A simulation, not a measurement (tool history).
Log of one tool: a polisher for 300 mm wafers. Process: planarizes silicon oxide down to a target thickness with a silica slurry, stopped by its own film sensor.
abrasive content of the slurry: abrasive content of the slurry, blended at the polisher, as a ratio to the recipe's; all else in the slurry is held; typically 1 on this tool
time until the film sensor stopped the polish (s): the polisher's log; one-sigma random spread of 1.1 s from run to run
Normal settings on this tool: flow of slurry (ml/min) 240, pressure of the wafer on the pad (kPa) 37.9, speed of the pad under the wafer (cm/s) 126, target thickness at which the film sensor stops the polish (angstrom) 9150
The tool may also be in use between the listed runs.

run	day	flow of slurry (ml/min)	pressure of the wafer on the pad (kPa)	speed of the pad under the wafer (cm/s)	abrasive content of the slurry	target thickness at which the film sensor stops the polish (angstrom)	incoming thickness of the incoming film, nm	time until the film sensor stopped the polish (s)
1	0	205	37.9	126	1	9150	1436.9	117
# day 0.229: conditioning disc replaced and pad reconditioned
2	0.325	205	37.9	126	1	9150	1414.6	113.6
3	0.671	240	37.9	126	1	9150	1406.8	108.9
# day 1.021: slurry nozzle cleaned
4	1.358	240	37.9	126	1	9150	1411.8	110
5	1.821	240	37.9	126	1	9150	1452.6	117.3
6	2.271	240	37.9	126	1	9150	1416.5	110.7
7	2.788	240	37.9	126	1	9150	1422.8	112.7
8	3.338	240	37.9	126	1	9150	1458	120.8
9	3.638	240	37.9	126	1	9150	1422.9	113.2
10	4.338	185	44.1	152	1.15	9150	1438.9	89.8
# day 5.042: slurry blender recalibrated
# day 5.142: worn pad replaced by a new one
11	5.162	240	37.9	126	1	7430	1455.7	160.3
# day 5.467: conditioning disc replaced and pad reconditioned
12	5.488	285	48.3	140	1	7520	1446.8	115.9
13	6.154	240	49.6	126	1	9150	1426.4	89.7
14	6.479	260	37.9	126	0.7	8660	1399.4	136.9
# day 6.938: head pressure recalibrated
15	6.996	240	37.9	126	1	9150	1453.3	112.9
16	7.392	210	37.9	126	1	9150	1429.5	110
17	7.667	170	37.9	126	1	9150	1443.8	117.4
18	8.233	280	43.4	126	1	9150	1410.8	92.1
19	8.65	160	48.3	84	1	9150	1440	122.9
20	9.254	240	45.5	164	0.85	10600	1439.1	60.8
# day 9.958: worn pad replaced by a new one
21	9.979	240	37.9	126	1	9150	1449.7	112.7
22	10.125	240	37.9	126	1	9150	1420.1	107.4
23	10.608	240	29	126	1	9150	1440.2	139.2
# day 10.992: conditioning disc replaced and pad reconditioned
24	11.3	240	37.9	126	1	9150	1427.7	110

5 ways to go on from here, each from the tool as it stands after run 24. What would each give?
A	11.321	240	37.9	126	1	9150	1438.4	?
B	11.321	240	49	106	1	9150	1438.4	?
C	11.321	200	37.9	112	1	9150	1438.4	?
D	11.321	290	30.3	142	1	10250	1438.4	?
E	11.321	240	50.3	126	0.8	8320	1438.4	?

run	time until the film sensor stopped the polish (s)
A	111.9
B	99.3
C	123.1
D	97
E	111.1
Without the tool's unlogged condition, the same runs would have read:
run	time until the film sensor stopped the polish (s)
A	109.9
B	97.5
C	121
D	95.3
E	109.1
